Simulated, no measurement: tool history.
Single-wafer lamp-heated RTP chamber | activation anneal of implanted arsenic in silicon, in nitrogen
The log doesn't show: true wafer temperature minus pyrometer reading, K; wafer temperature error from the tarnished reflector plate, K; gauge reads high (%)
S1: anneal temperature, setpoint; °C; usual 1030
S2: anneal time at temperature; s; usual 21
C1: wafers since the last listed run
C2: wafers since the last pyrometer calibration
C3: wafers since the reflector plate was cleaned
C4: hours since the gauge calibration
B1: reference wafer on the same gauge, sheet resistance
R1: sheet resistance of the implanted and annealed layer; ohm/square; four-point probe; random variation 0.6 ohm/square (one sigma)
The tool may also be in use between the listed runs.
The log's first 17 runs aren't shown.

-- hour=234.9 reflector plate cleaned
run 18 hour=240.2 | S1=1041 S2=11 | C1=127 C2=1110 C3=89 C4=215.8 | B1=243.11 | R1=204.50
run 19 hour=256.8 | S1=1030 S2=21 | C1=281 C2=1391 C3=371 C4=232.4 | B1=242.61 | R1=200.19
-- hour=265.9 gauge calibrated
run 20 hour=267.4 | S1=1042 S2=17 | C1=179 C2=1570 C3=550 C4=1.5 | B1=243.14 | R1=199.94
run 21 hour=278.8 | S1=1021 S2=25 | C1=193 C2=1763 C3=743 C4=12.9 | B1=243.04 | R1=199.95
run 22 hour=290.8 | S1=1011 S2=21 | C1=203 C2=1967 C3=947 C4=24.9 | B1=243.00 | R1=206.02
run 23 hour=308.7 | S1=1008 S2=32 | C1=303 C2=2270 C3=1250 C4=42.8 | B1=243.07 | R1=199.61
run 24 hour=325.7 | S1=1030 S2=21 | C1=287 C2=2558 C3=1538 C4=59.8 | B1=243.06 | R1=199.65
run 25 hour=338.9 | S1=1014 S2=27 | C1=223 C2=2782 C3=1761 C4=73.0 | B1=243.12 | R1=200.63
run 26 hour=349.1 | S1=1017 S2=26 | C1=172 C2=2954 C3=1934 C4=83.2 | B1=242.99 | R1=201.07
run 27 hour=366.0 | S1=1004 S2=12 | C1=286 C2=3241 C3=2221 C4=100.1 | B1=243.04 | R1=211.50
run 28 hour=383.4 | S1=1001 S2=14 | C1=294 C2=3535 C3=2515 C4=117.5 | B1=242.80 | R1=211.33
run 29 hour=395.7 | S1=1013 S2=31 | C1=208 C2=3744 C3=2724 C4=129.8 | B1=242.77 | R1=200.26
run 30 hour=407.8 | S1=1030 S2=21 | C1=204 C2=3949 C3=2929 C4=141.9 | B1=243.08 | R1=199.36
-- hour=426.1 pyrometer window cleaned and pyrometer calibrated
run 31 hour=426.6 | S1=1019 S2=21 | C1=182 C2=8 C3=3112 C4=160.7 | B1=242.94 | R1=205.94
run 32 hour=428.0 | S1=1055 S2=13 | C1=23 C2=32 C3=3135 C4=162.1 | B1=243.13 | R1=202.64

4 ways to go on from here, each from the tool as it stands after run 32. What would each give?
run A hour=428.4 | S1=1030 S2=21 | C1=6 C2=39 C3=3142 C4=162.5 | B1=? | R1=?
run B hour=428.4 | S1=1018 S2=17 | C1=6 C2=39 C3=3142 C4=162.5 | B1=? | R1=?
run C hour=428.4 | S1=1049 S2=16 | C1=6 C2=39 C3=3142 C4=162.5 | B1=? | R1=?
run D hour=428.4 | S1=1008 S2=33 | C1=6 C2=39 C3=3142 C4=162.5 | B1=? | R1=?

run=A B1=242.90 R1=202.85
run=B B1=242.90 R1=207.56
run=C B1=242.90 R1=201.14
run=D B1=242.90 R1=203.43
Without the tool's hidden state the same runs would have given:
run=A R1=203.02
run=B R1=207.70
run=C R1=201.31
run=D R1=203.59
